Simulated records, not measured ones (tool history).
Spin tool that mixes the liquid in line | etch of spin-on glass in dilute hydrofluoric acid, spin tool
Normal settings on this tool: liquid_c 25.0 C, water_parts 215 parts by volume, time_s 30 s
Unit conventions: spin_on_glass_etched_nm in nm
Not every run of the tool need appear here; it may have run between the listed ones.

run	hour	liquid_c	water_parts	time_s	read-back film thickness of the spin-on glass reference wafer, read on the same gauge (nm)	spin_on_glass_etched_nm
1	0.0	25.0	215	30	90.004	3.640
2	15.5	25.0	215	30	90.012	3.633
3	30.4	25.0	215	30	89.989	3.651
# hour 71.8: hydrofluoric acid flow meter replaced
4	76.1	25.0	160	30	89.981	6.273
5	85.1	25.0	160	30	89.955	6.200
# hour 97.8: thermometer replaced
6	101.6	25.0	160	30	89.984	6.215
7	114.9	25.0	215	30	89.995	4.318
# hour 121.7: gauge calibrated
8	126.4	25.0	215	30	89.984	4.336
9	144.0	21.0	215	30	89.974	3.741
10	161.4	25.0	215	30	89.990	4.327

Forecast run 11:
11	169.0	29.5	215	30	?	?

read-back film thickness of the spin-on glass reference wafer, read on the same gauge (nm): 89.967
spin_on_glass_etched_nm: 5.062 nm
Without the tool's hidden state the same run would have given spin_on_glass_etched_nm 5.122 nm.
